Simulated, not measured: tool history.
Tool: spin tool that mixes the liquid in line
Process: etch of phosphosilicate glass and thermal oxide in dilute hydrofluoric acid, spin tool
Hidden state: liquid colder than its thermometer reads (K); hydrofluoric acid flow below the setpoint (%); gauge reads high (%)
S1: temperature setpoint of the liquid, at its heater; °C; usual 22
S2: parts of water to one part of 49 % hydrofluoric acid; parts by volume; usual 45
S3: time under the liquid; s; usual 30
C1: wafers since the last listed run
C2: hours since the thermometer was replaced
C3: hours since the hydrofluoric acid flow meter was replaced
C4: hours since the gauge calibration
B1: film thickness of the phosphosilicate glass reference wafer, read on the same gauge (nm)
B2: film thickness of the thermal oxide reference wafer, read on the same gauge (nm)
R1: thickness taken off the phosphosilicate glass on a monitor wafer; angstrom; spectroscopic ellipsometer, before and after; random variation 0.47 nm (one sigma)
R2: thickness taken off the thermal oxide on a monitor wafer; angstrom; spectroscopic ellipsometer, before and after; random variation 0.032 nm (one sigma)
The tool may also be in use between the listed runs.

run   hour    S1  S2  S3   C1      C2      C3     C4     B1      B2      R1     R2
  1      0  19.5  45  30    0  1923.6  1956.5  161.4  70.01  60.012   727.5  25.76
  2   14.3  19.5  45  30  230  1937.9  1970.8  175.7  69.99  60.021   728.9  25.42
  3   31.2    25  45  45  272  1954.8  1987.7  192.6  69.99  60.016  1359.5  47.42
  4   37.7    25  45  45  104  1961.3  1994.2  199.1  70.02  60.015    1367  48.28
  5   48.1    25  45  45  167  1971.7  2004.6  209.5     70  60.004  1367.4  48.23
  6   62.2    22  45  30  227  1985.8  2018.7  223.6     70  60.022     800  28.27
      68.1  -- gauge calibrated
  7   70.5    22  45  30  134  1994.1    2027    2.4  69.99   60.01   797.9  27.74
  8   76.5    22  45  30   96  2000.1    2033    8.4  69.97   60.02   800.3  28.26
  9   87.1    24  45  30  171  2010.7  2043.6     19  69.99  60.003     879  30.34
 10   99.3    20  45  25  197  2022.9  2055.8   31.2  70.02  60.011     619  21.33
 11  115.1  19.5  45  30  255  2038.7  2071.6     47     70  60.006   717.7  24.94
 12  132.9    22  45  30  287  2056.5  2089.4   64.8     70  59.994   801.9  28.33
 13  143.7    26  35  35  174  2067.3  2100.2   75.6  69.97   60.01  1434.5  50.43
     169.5  -- hydrofluoric acid flow meter replaced
 14  179.2    22  35  45  557  2102.8     9.7  111.1  70.01  59.982  1465.3   51.7
 15  188.7    22  45  30  153  2112.3    19.2  120.6     70  60.002   751.7  26.32
 16  199.2  26.5  45  30  169  2122.8    29.7  131.1  70.04  60.018   897.8  31.29
     210.3  -- thermometer replaced
 17  215.5    22  50  15  247     5.2      46  147.4  69.99  59.999   336.5  11.86
 18  229.6  23.5  30  30  227    19.3    60.1  161.5     70  59.981  1227.7   43.5
 19  244.7  19.5  45  30  243    34.4    75.2  176.6  69.99  60.016     667   23.6
     248.5  -- hydrofluoric acid flow meter replaced, repeated, since the last time left the tool worse
 20  260.2    22  45  40  234    49.9    11.7  192.1  69.99  59.993  1183.2  41.84
     282.6  -- gauge calibrated
 21  289.8  18.5  25  50  478    79.5    41.3    7.2  69.99  60.012  2355.2  83.69
 22  307.6  19.5  50  15  287    97.3    59.1     25  69.98  59.962   353.5  12.82
 23  315.1    22  45  30  121   104.8    66.6   32.5  69.99  60.001   885.8  31.68
 24  332.6    22  55  45  282   122.3    84.1     50  69.98  60.003  1078.6  38.43
 25  348.2  26.5  25  35  251   137.9    99.7   65.6  70.01  59.992  2286.5  81.21

Forecast each of these 4 alternatives for the next run:
  A  348.6  22  45  45   6  138.3  100.1  66   ?   ?   ?   ?
  B  348.6  24  45  35   6  138.3  100.1  66   ?   ?   ?   ?
  C  348.6  27  60  50   6  138.3  100.1  66   ?   ?   ?   ?
  D  348.6  20  45  30   6  138.3  100.1  66   ?   ?   ?   ?

run     B1      B2      R1     R2
  A  70.02  59.989  1329.8  47.04
  B  70.02  59.989  1124.1  39.76
  C  70.02  59.989  1332.2  47.13
  D  70.02  59.989   814.7  28.82
Without the tool's hidden state the same runs would have given:
run      R1     R2
  A  1345.7  47.61
  B  1137.6  40.24
  C  1348.6  47.71
  D   824.4  29.16
